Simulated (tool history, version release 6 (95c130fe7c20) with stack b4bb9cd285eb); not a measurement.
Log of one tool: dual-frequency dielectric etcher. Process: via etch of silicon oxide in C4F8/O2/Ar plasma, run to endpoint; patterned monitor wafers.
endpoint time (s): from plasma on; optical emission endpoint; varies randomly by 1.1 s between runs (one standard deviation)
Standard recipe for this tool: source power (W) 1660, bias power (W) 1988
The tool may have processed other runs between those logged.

run    day  source power (W)  bias power (W)  wafers since the last listed run  hours since the last wet clean  hours since the last source power generator calibration  hours since the last bias power generator calibration  hours since the last upper electrode change  incoming incoming film thickness, nm  endpoint time (s)
  1  0.000              1660            1988                                 0                           408.5                                                   4524.9                                                 1648.0                                       4525.3                                1737.3              380.7
  2  0.325              1660            1988                                47                           416.3                                                   4532.7                                                 1655.8                                       4533.1                                1735.1              380.6
  3  1.046              1980            1988                               105                           433.6                                                   4550.0                                                 1673.1                                       4550.4                                1712.9              355.3
  4  1.329              1980            1988                                41                           440.4                                                   4556.8                                                 1679.9                                       4557.2                                1730.4              356.8
  5  1.812              1980            1988                                70                           452.0                                                   4568.4                                                 1691.5                                       4568.8                                1723.9              357.5
  6  2.292              1810            2319                                70                           463.5                                                   4579.9                                                 1703.0                                       4580.3                                1719.7              353.4
     2.888  -- source power generator calibrated
     3.462  -- wet clean of the chamber
     4.104  -- upper electrode replaced
     4.179  -- bias power generator calibrated
  7  4.200              1410            1832                                66                            17.7                                                     31.5                                                    0.5                                          2.3                                1708.0              385.9
  8  4.217              1820            2239                                 2                            18.1                                                     31.9                                                    0.9                                          2.7                                1725.2              339.6
  9  4.238              1920            1582                                 3                            18.6                                                     32.4                                                    1.4                                          3.2                                1726.9              360.6
 10  4.254              1660            1988                                 2                            19.0                                                     32.8                                                    1.8                                          3.6                                1733.0              363.3
 11  4.638              1660            1988                                56                            28.2                                                     42.0                                                   11.0                                         12.8                                1718.2              361.7
 12  5.121              1350            2416                                70                            39.8                                                     53.6                                                   22.6                                         24.4                                1726.1              371.5
 13  5.446              1960            1570                                47                            47.6                                                     61.4                                                   30.4                                         32.2                                1742.0              363.7
 14  5.704              1400            1737                                37                            53.8                                                     67.6                                                   36.6                                         38.4                                1727.8              397.0
 15  6.050              1660            1988                                50                            62.1                                                     75.9                                                   44.9                                         46.7                                1715.4              361.1

Alternative continuations, all from the tool just after run 15; predict every row:
  A  6.071              1660            1577                                 3                            62.6                                                     76.4                                                   45.4                                         47.2                                1719.5                  ?
  B  6.071              1550            1518                                 3                            62.6                                                     76.4                                                   45.4                                         47.2                                1719.5                  ?
  C  6.071              1660            2230                                 3                            62.6                                                     76.4                                                   45.4                                         47.2                                1719.5                  ?

run  endpoint time (s)
  A              379.5
  B              391.8
  C              350.3
Without the tool's hidden state the same runs would have given:
run  endpoint time (s)
  A              378.1
  B              390.4
  C              349.0
